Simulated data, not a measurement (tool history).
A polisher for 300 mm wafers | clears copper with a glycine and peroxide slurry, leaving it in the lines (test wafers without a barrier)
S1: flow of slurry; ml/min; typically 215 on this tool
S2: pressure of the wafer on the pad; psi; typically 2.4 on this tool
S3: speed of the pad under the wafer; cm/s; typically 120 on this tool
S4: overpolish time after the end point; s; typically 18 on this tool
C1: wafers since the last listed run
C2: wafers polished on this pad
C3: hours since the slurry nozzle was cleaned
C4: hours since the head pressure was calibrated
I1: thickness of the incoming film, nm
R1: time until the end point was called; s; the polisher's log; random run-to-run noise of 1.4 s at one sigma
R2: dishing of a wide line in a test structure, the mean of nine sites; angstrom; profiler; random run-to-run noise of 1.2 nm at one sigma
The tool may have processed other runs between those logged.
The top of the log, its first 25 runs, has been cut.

run   hour   S1   S2   S3  S4   C1    C2     C3     C4     I1     R1   R2
 26  524.9  215  2.4  120  18  213  1063  459.4   59.5  420.2   97.2  516
 27  548.3  250  2.4  152  18  187  1250  482.8   82.9  431.8   84.4  614
     550.7  -- slurry nozzle cleaned
 28  561.3  235  3.1   94  13   96  1346   10.6   95.9  430.4  102.8  390
 29  586.2  160  2.4  156  18  199  1546   35.5  120.8  425.5   86.9  579
     601.8  -- worn pad replaced by a new one
 30  620.1  215    3  120  18  239   147   69.4  154.7  431.5   80.3  659
 31    635  215  2.4  120  18  119   266   84.3  169.6  433.3   92.3  546
 32  665.2  215  2.4  120  18  242   508  114.5  199.8  436.5   94.1  550
 33  690.8  250  3.2  120  18  205   713  140.1  225.4  439.3   79.8  637

Alternative continuations, all from the tool just after run 33; predict every row:
  A  691.3  215  2.4  120  18   4  717  140.6  225.9  436   ?   ?
  B  691.3  215  2.8  120  12   4  717  140.6  225.9  436   ?   ?
  C  691.3  240  2.4  120  24   4  717  140.6  225.9  436   ?   ?
  D  691.3  255  2.4  120  18   4  717  140.6  225.9  436   ?   ?
  E  691.3  215  1.8   80  26   4  717  140.6  225.9  436   ?   ?

run     R1   R2
  A   96.4  547
  B   87.6  426
  C   95.1  688
  D   94.4  556
  E  154.7  504
Had the tool no hidden state, the same runs would have come out as:
run     R1   R2
  A   91.4  570
  B   83.1  445
  C   90.2  715
  D   89.5  580
  E  146.7  526
